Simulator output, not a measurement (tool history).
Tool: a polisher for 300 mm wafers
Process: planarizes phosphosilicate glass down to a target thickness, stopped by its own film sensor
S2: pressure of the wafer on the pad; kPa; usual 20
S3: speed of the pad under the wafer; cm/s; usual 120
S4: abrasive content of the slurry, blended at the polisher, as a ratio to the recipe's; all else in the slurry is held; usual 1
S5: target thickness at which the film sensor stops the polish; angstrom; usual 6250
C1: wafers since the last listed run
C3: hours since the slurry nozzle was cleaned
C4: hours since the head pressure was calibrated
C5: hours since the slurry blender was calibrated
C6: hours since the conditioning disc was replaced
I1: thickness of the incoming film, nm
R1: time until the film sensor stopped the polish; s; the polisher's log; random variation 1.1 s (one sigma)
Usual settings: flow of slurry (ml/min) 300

{"run": 1, "hour": 0.0, "flow of slurry (ml/min)": 300, "S2": 20, "S3": 120, "S4": 1, "S5": 6250, "C1": 0, "wafers polished on this pad": 417, "C3": 400.1, "C4": 476.8, "C5": 32, "C6": 433.7, "I1": 1208.9, "R1": 71.9}
{"run": 2, "hour": 13.1, "flow of slurry (ml/min)": 300, "S2": 15.9, "S3": 120, "S4": 1, "S5": 6250, "C1": 121, "wafers polished on this pad": 539, "C3": 413.2, "C4": 489.9, "C5": 45.1, "C6": 446.8, "I1": 1220.1, "R1": 87.2}
{"run": 3, "hour": 21.1, "flow of slurry (ml/min)": 300, "S2": 20, "S3": 120, "S4": 1, "S5": 6250, "C1": 74, "wafers polished on this pad": 613, "C3": 421.2, "C4": 497.9, "C5": 53.1, "C6": 454.8, "I1": 1246.1, "R1": 79.8}
{"hour": 37.9, "done": "conditioning disc replaced and pad reconditioned"}
{"run": 4, "hour": 39.0, "flow of slurry (ml/min)": 300, "S2": 20, "S3": 120, "S4": 1, "S5": 6250, "C1": 147, "wafers polished on this pad": 760, "C3": 439.1, "C4": 515.8, "C5": 71, "C6": 1.1, "I1": 1231.2, "R1": 78.8}
{"hour": 45.3, "done": "head pressure recalibrated"}
{"run": 5, "hour": 49.3, "flow of slurry (ml/min)": 300, "S2": 20, "S3": 120, "S4": 1, "S5": 7870, "C1": 76, "wafers polished on this pad": 837, "C3": 449.4, "C4": 4, "C5": 81.3, "C6": 11.4, "I1": 1207.7, "R1": 55.6}
{"run": 6, "hour": 67.1, "flow of slurry (ml/min)": 300, "S2": 20, "S3": 120, "S4": 1, "S5": 7870, "C1": 164, "wafers polished on this pad": 1002, "C3": 467.2, "C4": 21.8, "C5": 99.1, "C6": 29.2, "I1": 1241.3, "R1": 59.7}
{"hour": 71.0, "done": "slurry blender recalibrated"}
{"run": 7, "hour": 75.5, "flow of slurry (ml/min)": 300, "S2": 20, "S3": 120, "S4": 1, "S5": 6250, "C1": 59, "wafers polished on this pad": 1061, "C3": 475.6, "C4": 30.2, "C5": 4.5, "C6": 37.6, "I1": 1204.1, "R1": 77.2}
{"run": 8, "hour": 91.9, "flow of slurry (ml/min)": 300, "S2": 20, "S3": 78, "S4": 1.2, "S5": 5710, "C1": 151, "wafers polished on this pad": 1213, "C3": 492, "C4": 46.6, "C5": 20.9, "C6": 54, "I1": 1238.4, "R1": 113.4}
{"hour": 101.2, "done": "worn pad replaced by a new one"}
{"run": 9, "hour": 101.7, "flow of slurry (ml/min)": 395, "S2": 20, "S3": 90, "S4": 1.2, "S5": 6250, "C1": 53, "wafers polished on this pad": 4, "C3": 501.8, "C4": 56.4, "C5": 30.7, "C6": 63.8, "I1": 1209.2, "R1": 77.8}
{"run": 10, "hour": 106.0, "flow of slurry (ml/min)": 300, "S2": 20, "S3": 120, "S4": 1, "S5": 6250, "C1": 39, "wafers polished on this pad": 44, "C3": 506.1, "C4": 60.7, "C5": 35, "C6": 68.1, "I1": 1233, "R1": 73.8}
{"run": 11, "hour": 138.6, "flow of slurry (ml/min)": 300, "S2": 20, "S3": 134, "S4": 1, "S5": 6250, "C1": 302, "wafers polished on this pad": 346, "C3": 538.7, "C4": 93.3, "C5": 67.6, "C6": 100.7, "I1": 1221.2, "R1": 70.3}
{"run": 12, "hour": 148.6, "flow of slurry (ml/min)": 350, "S2": 20, "S3": 120, "S4": 0.85, "S5": 8150, "C1": 92, "wafers polished on this pad": 439, "C3": 548.7, "C4": 103.3, "C5": 77.6, "C6": 110.7, "I1": 1225.1, "R1": 58}
{"run": 13, "hour": 158.4, "flow of slurry (ml/min)": 380, "S2": 17.9, "S3": 80, "S4": 1, "S5": 6250, "C1": 90, "wafers polished on this pad": 530, "C3": 558.5, "C4": 113.1, "C5": 87.4, "C6": 120.5, "I1": 1244.4, "R1": 115.1}
{"run": 14, "hour": 167.1, "flow of slurry (ml/min)": 300, "S2": 20, "S3": 120, "S4": 1, "S5": 6250, "C1": 80, "wafers polished on this pad": 610, "C3": 567.2, "C4": 121.8, "C5": 96.1, "C6": 129.2, "I1": 1232, "R1": 77.5}
{"hour": 186.4, "done": "slurry blender recalibrated"}
{"run": 15, "hour": 200.2, "flow of slurry (ml/min)": 230, "S2": 13.1, "S3": 120, "S4": 1, "S5": 7610, "C1": 288, "wafers polished on this pad": 898, "C3": 600.3, "C4": 154.9, "C5": 13.8, "C6": 162.3, "I1": 1238.7, "R1": 90.1}
{"run": 16, "hour": 215.2, "flow of slurry (ml/min)": 335, "S2": 24.8, "S3": 120, "S4": 1.1, "S5": 6250, "C1": 139, "wafers polished on this pad": 1038, "C3": 615.3, "C4": 169.9, "C5": 28.8, "C6": 177.3, "I1": 1254.9, "R1": 65.3}
{"run": 17, "hour": 226.3, "flow of slurry (ml/min)": 300, "S2": 17.2, "S3": 120, "S4": 1, "S5": 6250, "C1": 102, "wafers polished on this pad": 1140, "C3": 626.4, "C4": 181, "C5": 39.9, "C6": 188.4, "I1": 1221.5, "R1": 90.2}
{"hour": 234.2, "done": "slurry nozzle cleaned"}
{"hour": 244.6, "done": "worn pad replaced by a new one"}
{"run": 18, "hour": 245.1, "flow of slurry (ml/min)": 245, "S2": 20, "S3": 96, "S4": 0.85, "S5": 6250, "C1": 127, "wafers polished on this pad": 4, "C3": 10.9, "C4": 199.8, "C5": 58.7, "C6": 207.2, "I1": 1252.3, "R1": 101.4}
{"run": 19, "hour": 257.4, "flow of slurry (ml/min)": 300, "S2": 20, "S3": 120, "S4": 1, "S5": 6250, "C1": 113, "wafers polished on this pad": 118, "C3": 23.2, "C4": 212.1, "C5": 71, "C6": 219.5, "I1": 1240.2, "R1": 75}
{"run": 20, "hour": 268.3, "flow of slurry (ml/min)": 300, "S2": 20, "S3": 120, "S4": 1, "S5": 7870, "C1": 101, "wafers polished on this pad": 219, "C3": 34.1, "C4": 223, "C5": 81.9, "C6": 230.4, "I1": 1235.2, "R1": 56.7}
{"run": 21, "hour": 280.8, "flow of slurry (ml/min)": 230, "S2": 20, "S3": 120, "S4": 1, "S5": 8230, "C1": 115, "wafers polished on this pad": 335, "C3": 46.6, "C4": 235.5, "C5": 94.4, "C6": 242.9, "I1": 1230.1, "R1": 52.8}
{"run": 22, "hour": 296.8, "flow of slurry (ml/min)": 300, "S2": 14.5, "S3": 120, "S4": 1, "S5": 6250, "C1": 148, "wafers polished on this pad": 483, "C3": 62.6, "C4": 251.5, "C5": 110.4, "C6": 258.9, "I1": 1224.9, "R1": 95.1}
{"hour": 308.1, "done": "slurry blender recalibrated"}
{"run": 23, "hour": 344.9, "flow of slurry (ml/min)": 300, "S2": 20, "S3": 120, "S4": 1.15, "S5": 6250, "C1": 427, "wafers polished on this pad": 911, "C3": 110.7, "C4": 299.6, "C5": 36.8, "C6": 307, "I1": 1228.2, "R1": 72.7}
{"run": 24, "hour": 352.9, "flow of slurry (ml/min)": 300, "S2": 20, "S3": 120, "S4": 1, "S5": 6250, "C1": 74, "wafers polished on this pad": 985, "C3": 118.7, "C4": 307.6, "C5": 44.8, "C6": 315, "I1": 1250.9, "R1": 85.1}
{"run": 25, "hour": 368.0, "flow of slurry (ml/min)": 300, "S2": 20, "S3": 120, "S4": 0.85, "S5": 6250, "C1": 139, "wafers polished on this pad": 1125, "C3": 133.8, "C4": 322.7, "C5": 59.9, "C6": 330.1, "I1": 1232.9, "R1": 92.1}
{"run": 26, "hour": 375.5, "flow of slurry (ml/min)": 375, "S2": 20, "S3": 120, "S4": 1, "S5": 6250, "C1": 69, "wafers polished on this pad": 1194, "C3": 141.3, "C4": 330.2, "C5": 67.4, "C6": 337.6, "I1": 1209.4, "R1": 78.5}

The same runs without the tool's hidden state, with the same run-to-run variation:
The hidden state here: removal rate lost through wear of the pad, %; slurry flow missing at the pad, %; deviation of the head's pressure from its setpoint, %; abrasive missing from the slurry, %; time polished since the conditioner stopped cutting, s.
run=1 R1=68.6
run=2 R1=82
run=3 R1=74.4
run=4 R1=72.1
run=5 R1=50.3
run=6 R1=52.9
run=7 R1=67.9
run=8 R1=97.9
run=9 R1=77.6
run=10 R1=73.3
run=11 R1=67.5
run=12 R1=55.1
run=13 R1=108.3
run=14 R1=72.3
run=15 R1=81.1
run=16 R1=57.8
run=17 R1=78.9
run=18 R1=101.1
run=19 R1=73.9
run=20 R1=55.2
run=21 R1=50.8
run=22 R1=89.9
run=23 R1=65.3
run=24 R1=75.8
run=25 R1=80.7
run=26 R1=68.2
